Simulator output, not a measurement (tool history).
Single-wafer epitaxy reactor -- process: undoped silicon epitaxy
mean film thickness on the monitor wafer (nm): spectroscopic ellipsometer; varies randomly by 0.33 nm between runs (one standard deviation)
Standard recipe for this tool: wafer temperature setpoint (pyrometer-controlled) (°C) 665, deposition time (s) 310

| run | hour | wafer temperature setpoint (pyrometer-controlled) (°C) | deposition time (s) | read-back reference wafer on the same gauge, thickness_nm | mean film thickness on the monitor wafer (nm) |
|---|---|---|---|---|---|
| 1 | 0 | 665 | 310 | 59.731 | 66.95 |
| 2 | 64 | 665 | 310 | 59.68 | 66.388 |
| 3 | 167.8 | 665 | 310 | 59.859 | 65.724 |
| 4 | 209.8 | 672 | 330 | 59.757 | 82.676 |
| 5 | 276.9 | 665 | 310 | 59.865 | 64.995 |
|  | 342.3 | pyrometer calibrated |
| 6 | 359.7 | 665 | 310 | 59.705 | 69.946 |
| 7 | 431.2 | 665 | 310 | 59.705 | 69.09 |
| 8 | 506.5 | 670 | 310 | 59.718 | 78.319 |
| 9 | 560.5 | 670 | 310 | 59.536 | 77.885 |
| 10 | 611.7 | 670 | 310 | 59.707 | 77.794 |
| 11 | 755.8 | 665 | 310 | 59.663 | 68.629 |
| 12 | 827.6 | 665 | 310 | 59.806 | 68.312 |
| 13 | 935.3 | 665 | 310 | 59.72 | 67.423 |
| 14 | 972.1 | 665 | 310 | 59.738 | 66.681 |
|  | 1044 | gauge calibrated |
| 15 | 1046 | 665 | 310 | 59.692 | 66.664 |
| 16 | 1133.9 | 665 | 310 | 59.784 | 66.51 |
| 17 | 1235.8 | 665 | 310 | 59.725 | 65.969 |
| 18 | 1304.4 | 656 | 310 | 59.749 | 52.217 |
| 19 | 1389.7 | 659 | 310 | 59.887 | 55.674 |
|  | 1425.5 | pyrometer calibrated |
| 20 | 1462.8 | 659 | 310 | 59.647 | 60.26 |
| 21 | 1544.8 | 653 | 290 | 59.799 | 48.445 |
| 22 | 1649.3 | 653 | 290 | 59.696 | 48.414 |
| 23 | 1736.3 | 665 | 310 | 59.732 | 68.416 |
| 24 | 1786.2 | 665 | 310 | 59.712 | 68.612 |
| 25 | 1886.1 | 665 | 310 | 59.739 | 68.745 |
| 26 | 1977.7 | 679 | 341 | 59.684 | 103.523 |
| 27 | 2061.1 | 677 | 284 | 59.648 | 83.324 |
| 28 | 2138.9 | 651 | 351 | 59.583 | 53.941 |
| 29 | 2180.4 | 659 | 370 | 59.769 | 68.94 |
| 30 | 2282.8 | 665 | 264 | 59.686 | 56.132 |
| 31 | 2382.2 | 665 | 310 | 59.77 | 65.25 |
| 32 | 2475.6 | 670 | 310 | 59.757 | 72.545 |
|  | 2503.2 | pyrometer calibrated |
| 33 | 2544.3 | 658 | 368 | 59.573 | 68.829 |
| 34 | 2632.2 | 669 | 250 | 59.709 | 61.28 |
| 35 | 2672.5 | 665 | 338 | 59.741 | 75.006 |
| 36 | 2780.2 | 665 | 310 | 59.631 | 68.92 |
| 37 | 2877.5 | 665 | 310 | 59.815 | 68.437 |
| 38 | 2965.6 | 665 | 310 | 59.749 | 68.033 |
| 39 | 3040.6 | 665 | 369 | 59.61 | 80.269 |
| 40 | 3128.4 | 673 | 357 | 59.625 | 93.223 |
| 41 | 3176.3 | 654 | 310 | 59.721 | 50.656 |
| 42 | 3269.7 | 674 | 371 | 59.765 | 98.277 |
| 43 | 3329.5 | 665 | 341 | 59.734 | 71.954 |
| 44 | 3405.6 | 670 | 288 | 59.88 | 69.043 |

Each row is a separate what-if for the run after 44, all from the same tool condition, not one after another. Results?
| A | 3406.1 | 665 | 310 | ? | ? |
| B | 3406.1 | 665 | 328 | ? | ? |
| C | 3406.1 | 674 | 351 | ? | ? |
| D | 3406.1 | 652 | 310 | ? | ? |

| run | read-back reference wafer on the same gauge, thickness_nm | mean film thickness on the monitor wafer (nm) |
|---|---|---|
| A | 59.808 | 65.455 |
| B | 59.808 | 69.256 |
| C | 59.808 | 91.928 |
| D | 59.808 | 47.547 |
With the hidden condition removed and each run's random variation left untouched, the same runs would have given:
| run | mean film thickness on the monitor wafer (nm) |
|---|---|
| A | 69.57 |
| B | 73.61 |
| C | 97.579 |
| D | 50.636 |

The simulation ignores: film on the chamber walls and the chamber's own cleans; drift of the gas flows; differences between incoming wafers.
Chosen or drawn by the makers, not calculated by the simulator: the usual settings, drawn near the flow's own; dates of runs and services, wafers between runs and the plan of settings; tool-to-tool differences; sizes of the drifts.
